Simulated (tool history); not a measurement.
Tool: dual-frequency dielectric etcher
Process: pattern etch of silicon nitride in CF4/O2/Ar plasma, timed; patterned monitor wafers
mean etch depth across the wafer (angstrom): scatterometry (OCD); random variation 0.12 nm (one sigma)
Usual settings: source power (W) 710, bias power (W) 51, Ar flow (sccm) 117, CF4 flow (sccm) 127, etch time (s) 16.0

| run | hour | source power (W) | bias power (W) | Ar flow (sccm) | CF4 flow (sccm) | etch time (s) | wafers since the last listed run | hours since the last wet clean | hours since the last source power generator calibration | hours since the last bias power generator calibration | hours since the last Ar flow controller change | hours since the last CF4 flow controller change | hours since the last upper electrode change | hours since the gauge calibration | read-back reference wafer on the same gauge, depth_nm | mean etch depth across the wafer (angstrom) |
|---|---|---|---|---|---|---|---|---|---|---|---|---|---|---|---|---|
| 1 | 0.0 | 710 | 51 | 117 | 127 | 16.0 | 0 | 42.5 | 2002.7 | 160.1 | 19.4 | 263.0 | 3760.4 | 1536.4 | 47.51 | 454.1 |
| 2 | 26.0 | 710 | 51 | 117 | 127 | 16.0 | 457 | 68.5 | 2028.7 | 186.1 | 45.4 | 289.0 | 3786.4 | 1562.4 | 47.49 | 455.9 |
| 3 | 52.6 | 710 | 45 | 117 | 95 | 16.0 | 468 | 95.1 | 2055.3 | 212.7 | 72.0 | 315.6 | 3813.0 | 1589.0 | 47.50 | 393.3 |
| 4 | 116.0 | 710 | 51 | 117 | 127 | 16.0 | 1116 | 158.5 | 2118.7 | 276.1 | 135.4 | 379.0 | 3876.4 | 1652.4 | 47.51 | 455.7 |
| 5 | 209.8 | 530 | 51 | 90 | 109 | 20.0 | 1651 | 252.3 | 2212.5 | 369.9 | 229.2 | 472.8 | 3970.2 | 1746.2 | 47.52 | 486.1 |
| 6 | 270.7 | 710 | 47 | 117 | 157 | 12.5 | 1072 | 313.2 | 2273.4 | 430.8 | 290.1 | 533.7 | 4031.1 | 1807.1 | 47.51 | 351.8 |
|  | 357.7 | wet clean of the chamber |
|  | 357.9 | gauge calibrated |
| 7 | 358.2 | 710 | 51 | 117 | 157 | 16.0 | 1117 | 0.5 | 2360.9 | 518.3 | 377.6 | 621.2 | 4118.6 | 0.3 | 47.51 | 473.8 |
| 8 | 381.9 | 710 | 63 | 130 | 127 | 16.0 | 417 | 24.2 | 2384.6 | 542.0 | 401.3 | 644.9 | 4142.3 | 24.0 | 47.51 | 509.1 |
| 9 | 416.6 | 710 | 51 | 117 | 135 | 19.0 | 610 | 58.9 | 2419.3 | 576.7 | 436.0 | 679.6 | 4177.0 | 58.7 | 47.50 | 546.7 |
| 10 | 445.0 | 710 | 51 | 117 | 127 | 16.0 | 499 | 87.3 | 2447.7 | 605.1 | 464.4 | 708.0 | 4205.4 | 87.1 | 47.50 | 455.0 |
|  | 493.0 | upper electrode replaced |
| 11 | 509.5 | 710 | 51 | 117 | 127 | 16.0 | 712 | 151.8 | 2512.2 | 669.6 | 528.9 | 772.5 | 16.5 | 151.6 | 47.51 | 456.3 |
| 12 | 568.7 | 710 | 51 | 117 | 127 | 16.0 | 1042 | 211.0 | 2571.4 | 728.8 | 588.1 | 831.7 | 75.7 | 210.8 | 47.47 | 456.7 |
| 13 | 605.8 | 710 | 58 | 130 | 105 | 16.0 | 653 | 248.1 | 2608.5 | 765.9 | 625.2 | 868.8 | 112.8 | 247.9 | 47.50 | 468.2 |
|  | 792.8 | source power generator calibrated |
|  | 795.5 | wet clean of the chamber |
| 14 | 796.0 | 710 | 51 | 117 | 127 | 16.0 | 3229 | 0.5 | 3.2 | 956.1 | 815.4 | 1059.0 | 303.0 | 438.1 | 47.51 | 452.6 |
| 15 | 847.9 | 710 | 41 | 117 | 127 | 18.5 | 913 | 52.4 | 55.1 | 1008.0 | 867.3 | 1110.9 | 354.9 | 490.0 | 47.50 | 459.1 |
| 16 | 887.0 | 710 | 51 | 102 | 136 | 16.0 | 688 | 91.5 | 94.2 | 1047.1 | 906.4 | 1150.0 | 394.0 | 529.1 | 47.49 | 460.9 |
| 17 | 919.1 | 710 | 45 | 143 | 98 | 20.0 | 565 | 123.6 | 126.3 | 1079.2 | 938.5 | 1182.1 | 426.1 | 561.2 | 47.51 | 480.9 |
| 18 | 985.3 | 710 | 51 | 117 | 101 | 16.0 | 1165 | 189.8 | 192.5 | 1145.4 | 1004.7 | 1248.3 | 492.3 | 627.4 | 47.46 | 429.0 |

Forecast run 19:
|  | 1211.9 | wet clean of the chamber |
| 19 | 1212.4 | 710 | 51 | 117 | 127 | 16.0 | 3575 | 0.5 | 419.6 | 1372.5 | 1231.8 | 1475.4 | 719.4 | 854.5 | ? | ? |

read-back reference wafer on the same gauge, depth_nm: 47.50
mean etch depth across the wafer (angstrom): 450.1
Without the tool's hidden state the same run would have given mean etch depth across the wafer (angstrom) 449.0.
